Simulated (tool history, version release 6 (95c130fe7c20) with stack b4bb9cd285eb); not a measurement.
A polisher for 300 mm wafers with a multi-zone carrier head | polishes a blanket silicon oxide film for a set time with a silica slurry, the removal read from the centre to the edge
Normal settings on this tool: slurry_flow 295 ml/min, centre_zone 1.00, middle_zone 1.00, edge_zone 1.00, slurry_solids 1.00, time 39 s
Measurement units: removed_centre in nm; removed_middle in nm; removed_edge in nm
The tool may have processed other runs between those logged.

run	hour	slurry_flow	centre_zone	middle_zone	edge_zone	slurry_solids	time	wafers since the last listed run	wafers polished on this pad	hours since the slurry nozzle was cleaned	hours since the centre zone pressure was calibrated	hours since the edge zone pressure was calibrated	hours since the carrier head's membrane was replaced	incoming thickness of the incoming film, nm	removed_centre	removed_middle	removed_edge
1	0.0	295	1.00	1.03	1.00	1.00	39	0	2265	161.2	276.5	775.6	779.5	1483.9	167.1	163.0	155.2
# hour 25.2: worn pad replaced by a new one
2	37.6	295	1.00	1.00	1.00	1.00	39	388	143	198.8	314.1	813.2	817.1	1479.7	167.6	159.0	157.7
3	96.2	295	1.00	1.00	1.00	1.00	39	678	821	257.4	372.7	871.8	875.7	1497.0	168.2	157.8	158.0
# hour 123.9: slurry nozzle cleaned
4	200.9	295	1.00	1.00	1.00	1.00	39	1199	2021	77.0	477.4	976.5	980.4	1489.5	168.5	159.3	158.7
# hour 301.0: worn pad replaced by a new one
5	301.5	295	1.00	1.00	1.00	1.00	39	1117	6	177.6	578.0	1077.1	1081.0	1519.8	174.4	161.8	156.4
6	373.3	295	1.00	1.00	1.00	1.00	39	830	837	249.4	649.8	1148.9	1152.8	1513.2	173.9	159.2	156.9
# hour 460.2: carrier head's membrane replaced by a new one
# hour 460.4: slurry nozzle cleaned
7	509.1	295	1.00	1.00	1.00	1.00	39	1511	2348	48.7	785.6	1284.7	48.9	1506.0	173.2	157.7	160.3
# hour 521.3: worn pad replaced by a new one
8	581.2	200	1.00	0.90	1.00	1.25	39	788	692	120.8	857.7	1356.8	121.0	1497.5	178.3	148.6	158.8
9	619.7	295	1.00	1.00	0.92	1.00	39	445	1138	159.3	896.2	1395.3	159.5	1475.9	177.1	158.6	149.5
10	693.1	295	1.00	1.00	1.00	1.00	39	849	1987	232.7	969.6	1468.7	232.9	1478.8	171.3	159.2	158.8
# hour 734.0: worn pad replaced by a new one
11	734.5	295	1.00	1.00	1.06	1.00	30	432	5	274.1	1011.0	1510.1	274.3	1506.4	135.4	124.7	123.0
# hour 741.9: edge zone pressure recalibrated
# hour 802.5: centre zone pressure recalibrated
12	813.3	295	1.00	1.00	1.00	1.15	45	865	871	352.9	10.8	71.4	353.1	1507.9	199.7	195.7	193.6
# hour 824.4: slurry nozzle cleaned
# hour 946.5: worn pad replaced by a new one
13	1131.9	335	1.00	1.00	1.00	1.00	34	3628	2145	307.5	329.4	390.0	671.7	1472.2	152.2	143.1	138.5
# hour 1166.0: slurry nozzle cleaned
# hour 1220.4: worn pad replaced by a new one
14	1220.9	295	1.00	1.00	1.00	1.00	39	972	5	54.9	418.4	479.0	760.7	1480.7	171.6	159.3	157.6

For each run, the measured value with the value that run would have given without the tool's hidden condition subtracted. The run-to-run variation is shared by both, the gauge scatter possibly not:
Hidden state at play: removal rate lost through wear of the pad, %; slurry flow missing at the pad, %; deviation of the centre zone's pressure from its setpoint, %; deviation of the edge zone's pressure from its setpoint, %.
run	removed_centre
1	+2.2
2	+2.6
3	+3.3
4	+4.6
5	+5.9
6	+6.7
7	+8.3
8	+9.3
9	+9.8
10	+10.2
11	+8.4
12	-0.5
13	+3.2
14	+4.6
removed_middle: within 0.1 nm of the measured result in every run.
removed_edge: the difference is 0 for every run.
